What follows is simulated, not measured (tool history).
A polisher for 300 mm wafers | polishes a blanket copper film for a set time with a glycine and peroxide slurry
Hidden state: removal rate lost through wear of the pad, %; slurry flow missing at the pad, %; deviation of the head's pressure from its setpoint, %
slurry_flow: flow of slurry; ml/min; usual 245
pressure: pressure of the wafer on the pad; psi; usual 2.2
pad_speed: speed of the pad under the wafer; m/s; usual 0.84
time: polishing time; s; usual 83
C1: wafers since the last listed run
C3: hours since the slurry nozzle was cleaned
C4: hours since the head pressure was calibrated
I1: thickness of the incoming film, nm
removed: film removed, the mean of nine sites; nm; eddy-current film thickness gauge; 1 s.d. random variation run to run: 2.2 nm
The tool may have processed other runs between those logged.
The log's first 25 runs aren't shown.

run 26 hour=638.8 | slurry_flow=245 pressure=2.2 pad_speed=0.84 time=83 | C1=173 wafers_polished_on_this_pad=1339 C3=374.8 C4=58.2 | I1=1026.5 | removed=267.4
-- hour=649.2 worn pad replaced by a new one
run 27 hour=669.2 | slurry_flow=245 pressure=1.5 pad_speed=1.10 time=83 | C1=183 wafers_polished_on_this_pad=139 C3=405.2 C4=88.6 | I1=1016.6 | removed=285.2
run 28 hour=683.9 | slurry_flow=245 pressure=2.2 pad_speed=0.84 time=83 | C1=102 wafers_polished_on_this_pad=241 C3=419.9 C4=103.3 | I1=1018.8 | removed=266.1
run 29 hour=698.0 | slurry_flow=270 pressure=2.6 pad_speed=0.84 time=65 | C1=98 wafers_polished_on_this_pad=339 C3=434.0 C4=117.4 | I1=1031.1 | removed=227.0
-- hour=724.4 slurry nozzle cleaned
run 30 hour=800.0 | slurry_flow=245 pressure=2.2 pad_speed=0.56 time=83 | C1=702 wafers_polished_on_this_pad=1041 C3=75.6 C4=219.4 | I1=1041.2 | removed=181.1
run 31 hour=828.6 | slurry_flow=270 pressure=2.2 pad_speed=1.06 time=65 | C1=198 wafers_polished_on_this_pad=1240 C3=104.2 C4=248.0 | I1=1030.6 | removed=265.7
run 32 hour=864.1 | slurry_flow=245 pressure=2.2 pad_speed=0.84 time=103 | C1=246 wafers_polished_on_this_pad=1487 C3=139.7 C4=283.5 | I1=1027.1 | removed=327.0
-- hour=884.1 worn pad replaced by a new one
run 33 hour=884.4 | slurry_flow=245 pressure=2.2 pad_speed=0.84 time=111 | C1=113 wafers_polished_on_this_pad=2 C3=160.0 C4=303.8 | I1=1038.1 | removed=353.5
run 34 hour=913.2 | slurry_flow=245 pressure=2.2 pad_speed=0.84 time=83 | C1=200 wafers_polished_on_this_pad=202 C3=188.8 C4=332.6 | I1=1025.2 | removed=266.9
run 35 hour=938.0 | slurry_flow=245 pressure=2.5 pad_speed=0.84 time=83 | C1=172 wafers_polished_on_this_pad=374 C3=213.6 C4=357.4 | I1=1030.5 | removed=287.0

Run 36 is up next; what results do you expect?
run 36 hour=968.2 | slurry_flow=190 pressure=2.2 pad_speed=0.72 time=83 | C1=209 wafers_polished_on_this_pad=584 C3=243.8 C4=387.6 | I1=1031.1 | removed=?

{"run 36": {"removed": 223.2}}
Minus the tool's unlogged condition, the same run would have read removed 228.5 nm.

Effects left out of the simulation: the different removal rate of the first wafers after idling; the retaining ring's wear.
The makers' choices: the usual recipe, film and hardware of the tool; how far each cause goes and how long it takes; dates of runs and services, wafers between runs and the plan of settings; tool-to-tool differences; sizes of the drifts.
